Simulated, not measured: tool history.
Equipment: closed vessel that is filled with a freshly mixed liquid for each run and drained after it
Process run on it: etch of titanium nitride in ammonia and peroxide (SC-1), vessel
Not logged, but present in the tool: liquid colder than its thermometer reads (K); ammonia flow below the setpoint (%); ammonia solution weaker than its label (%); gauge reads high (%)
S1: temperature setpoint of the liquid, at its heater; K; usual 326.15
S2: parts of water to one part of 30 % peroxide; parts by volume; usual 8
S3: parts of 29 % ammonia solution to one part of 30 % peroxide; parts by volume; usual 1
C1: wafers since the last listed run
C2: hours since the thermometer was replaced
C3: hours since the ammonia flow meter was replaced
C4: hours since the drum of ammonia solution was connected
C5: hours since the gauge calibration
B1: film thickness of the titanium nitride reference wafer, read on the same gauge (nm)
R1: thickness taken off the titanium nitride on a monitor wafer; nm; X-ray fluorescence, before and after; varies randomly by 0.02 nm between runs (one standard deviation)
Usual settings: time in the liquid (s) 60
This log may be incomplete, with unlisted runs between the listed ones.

{"run": 1, "hour": 0.0, "S1": 326.15, "S2": 8, "S3": 1, "time in the liquid (s)": 60, "C1": 0, "C2": 1594.1, "C3": 611.4, "C4": 573, "C5": 301.6, "B1": 109.97, "R1": 8.22}
{"run": 2, "hour": 12.2, "S1": 326.15, "S2": 8, "S3": 1, "time in the liquid (s)": 60, "C1": 851, "C2": 1606.3, "C3": 623.6, "C4": 585.2, "C5": 313.8, "B1": 110.02, "R1": 8.18}
{"run": 3, "hour": 27.6, "S1": 326.15, "S2": 8, "S3": 1, "time in the liquid (s)": 60, "C1": 1075, "C2": 1621.7, "C3": 639, "C4": 600.6, "C5": 329.2, "B1": 110, "R1": 8.18}
{"run": 4, "hour": 38.6, "S1": 326.15, "S2": 8, "S3": 1, "time in the liquid (s)": 60, "C1": 767, "C2": 1632.7, "C3": 650, "C4": 611.6, "C5": 340.2, "B1": 109.97, "R1": 8.17}
{"run": 5, "hour": 52.5, "S1": 326.15, "S2": 8, "S3": 1, "time in the liquid (s)": 60, "C1": 970, "C2": 1646.6, "C3": 663.9, "C4": 625.5, "C5": 354.1, "B1": 109.99, "R1": 8.16}
{"run": 6, "hour": 64.6, "S1": 326.15, "S2": 8, "S3": 1, "time in the liquid (s)": 60, "C1": 844, "C2": 1658.7, "C3": 676, "C4": 637.6, "C5": 366.2, "B1": 109.99, "R1": 8.13}
{"run": 7, "hour": 79.0, "S1": 326.15, "S2": 8, "S3": 1, "time in the liquid (s)": 60, "C1": 1005, "C2": 1673.1, "C3": 690.4, "C4": 652, "C5": 380.6, "B1": 110.01, "R1": 8.15}
{"hour": 91.0, "done": "gauge calibrated"}
{"run": 8, "hour": 96.7, "S1": 326.15, "S2": 8, "S3": 1.2, "time in the liquid (s)": 60, "C1": 1235, "C2": 1690.8, "C3": 708.1, "C4": 669.7, "C5": 5.7, "B1": 110.01, "R1": 8.37}
{"run": 9, "hour": 114.4, "S1": 326.15, "S2": 8, "S3": 1.2, "time in the liquid (s)": 60, "C1": 1235, "C2": 1708.5, "C3": 725.8, "C4": 687.4, "C5": 23.4, "B1": 110.01, "R1": 8.35}
{"hour": 121.1, "done": "ammonia flow meter replaced"}
{"run": 10, "hour": 121.6, "S1": 326.15, "S2": 8, "S3": 1, "time in the liquid (s)": 60, "C1": 432, "C2": 1715.7, "C3": 0.5, "C4": 694.6, "C5": 30.6, "B1": 110, "R1": 8.27}
{"run": 11, "hour": 127.8, "S1": 326.15, "S2": 8, "S3": 1, "time in the liquid (s)": 60, "C1": 432, "C2": 1721.9, "C3": 6.7, "C4": 700.8, "C5": 36.8, "B1": 110.02, "R1": 8.26}
{"run": 12, "hour": 137.7, "S1": 318.15, "S2": 8, "S3": 1, "time in the liquid (s)": 60, "C1": 691, "C2": 1731.8, "C3": 16.6, "C4": 710.7, "C5": 46.7, "B1": 110.01, "R1": 4.69}
{"hour": 145.5, "done": "new drum of ammonia solution connected"}
{"run": 13, "hour": 149.7, "S1": 318.15, "S2": 8, "S3": 1, "time in the liquid (s)": 60, "C1": 767, "C2": 1743.8, "C3": 28.6, "C4": 4.2, "C5": 58.7, "B1": 109.98, "R1": 4.68}
{"run": 14, "hour": 157.8, "S1": 326.15, "S2": 8, "S3": 0.5, "time in the liquid (s)": 60, "C1": 565, "C2": 1751.9, "C3": 36.7, "C4": 12.3, "C5": 66.8, "B1": 110.01, "R1": 7.37}
{"run": 15, "hour": 174.1, "S1": 323.15, "S2": 8, "S3": 1, "time in the liquid (s)": 60, "C1": 1137, "C2": 1768.2, "C3": 53, "C4": 28.6, "C5": 83.1, "B1": 110.01, "R1": 6.7}
{"run": 16, "hour": 189.9, "S1": 318.15, "S2": 8, "S3": 1, "time in the liquid (s)": 60, "C1": 1102, "C2": 1784, "C3": 68.8, "C4": 44.4, "C5": 98.9, "B1": 110.02, "R1": 4.67}
{"run": 17, "hour": 203.3, "S1": 320.15, "S2": 12, "S3": 1.2, "time in the liquid (s)": 40, "C1": 935, "C2": 1797.4, "C3": 82.2, "C4": 57.8, "C5": 112.3, "B1": 110.02, "R1": 3.02}
{"run": 18, "hour": 218.5, "S1": 335.65, "S2": 5, "S3": 1.2, "time in the liquid (s)": 75, "C1": 1061, "C2": 1812.6, "C3": 97.4, "C4": 73, "C5": 127.5, "B1": 109.99, "R1": 24.61}
{"hour": 229.2, "done": "thermometer replaced"}
{"run": 19, "hour": 229.7, "S1": 326.15, "S2": 10, "S3": 1, "time in the liquid (s)": 60, "C1": 712, "C2": 0.5, "C3": 108.6, "C4": 84.2, "C5": 138.7, "B1": 109.99, "R1": 8.17}
{"run": 20, "hour": 244.4, "S1": 326.15, "S2": 8, "S3": 1, "time in the liquid (s)": 60, "C1": 1026, "C2": 15.2, "C3": 123.3, "C4": 98.9, "C5": 153.4, "B1": 109.99, "R1": 9.08}
{"run": 21, "hour": 254.2, "S1": 326.15, "S2": 8, "S3": 1, "time in the liquid (s)": 60, "C1": 684, "C2": 25, "C3": 133.1, "C4": 108.7, "C5": 163.2, "B1": 110.02, "R1": 9.06}
{"run": 22, "hour": 262.1, "S1": 326.15, "S2": 8, "S3": 0.5, "time in the liquid (s)": 45, "C1": 551, "C2": 32.9, "C3": 141, "C4": 116.6, "C5": 171.1, "B1": 109.95, "R1": 6.08}
{"run": 23, "hour": 277.9, "S1": 330.65, "S2": 8, "S3": 1, "time in the liquid (s)": 60, "C1": 1102, "C2": 48.7, "C3": 156.8, "C4": 132.4, "C5": 186.9, "B1": 109.99, "R1": 12.27}
{"run": 24, "hour": 288.4, "S1": 329.15, "S2": 6, "S3": 0.65, "time in the liquid (s)": 60, "C1": 732, "C2": 59.2, "C3": 167.3, "C4": 142.9, "C5": 197.4, "B1": 109.98, "R1": 11.95}
{"run": 25, "hour": 294.6, "S1": 326.15, "S2": 8, "S3": 1, "time in the liquid (s)": 60, "C1": 432, "C2": 65.4, "C3": 173.5, "C4": 149.1, "C5": 203.6, "B1": 109.99, "R1": 9.07}
{"run": 26, "hour": 301.9, "S1": 326.15, "S2": 8, "S3": 1, "time in the liquid (s)": 60, "C1": 509, "C2": 72.7, "C3": 180.8, "C4": 156.4, "C5": 210.9, "B1": 109.99, "R1": 9.03}
{"run": 27, "hour": 312.8, "S1": 316.15, "S2": 5, "S3": 1, "time in the liquid (s)": 60, "C1": 760, "C2": 83.6, "C3": 191.7, "C4": 167.3, "C5": 221.8, "B1": 109.99, "R1": 5.54}

For each entry between runs, how does the tool's hidden state at the last listed run before it compare with that at the first listed run after it?
In the gap between runs 7 and 8: gauge calibrated (hour 91)
  liquid colder than its thermometer reads (K): 1.41 -> 1.42; ammonia flow below the setpoint (%): 11.6 -> 11.9
  the result without the hidden state subtracted from the measured one, R1: -0.99 -> -1.01 nm
In the gap between runs 9 and 10: ammonia flow meter replaced (hour 121.1)
  liquid colder than its thermometer reads (K): 1.43 -> 1.44; ammonia flow below the setpoint (%): 12.1 -> 1.55
  the result without the hidden state subtracted from the measured one, R1: -1.03 -> -0.88 nm
In the gap between runs 12 and 13: new drum of ammonia solution connected (hour 145.5)
  liquid colder than its thermometer reads (K): 1.45 -> 1.46; ammonia flow below the setpoint (%): 1.78 -> 1.96
  the result without the hidden state subtracted from the measured one, R1: -0.53 -> -0.53 nm
In the gap between runs 18 and 19: thermometer replaced (hour 229.2)
  liquid colder than its thermometer reads (K): 1.5 -> 0.0176; ammonia flow below the setpoint (%): 2.97 -> 3.14
  the result without the hidden state subtracted from the measured one, R1: -2.6 -> -0.06 nm
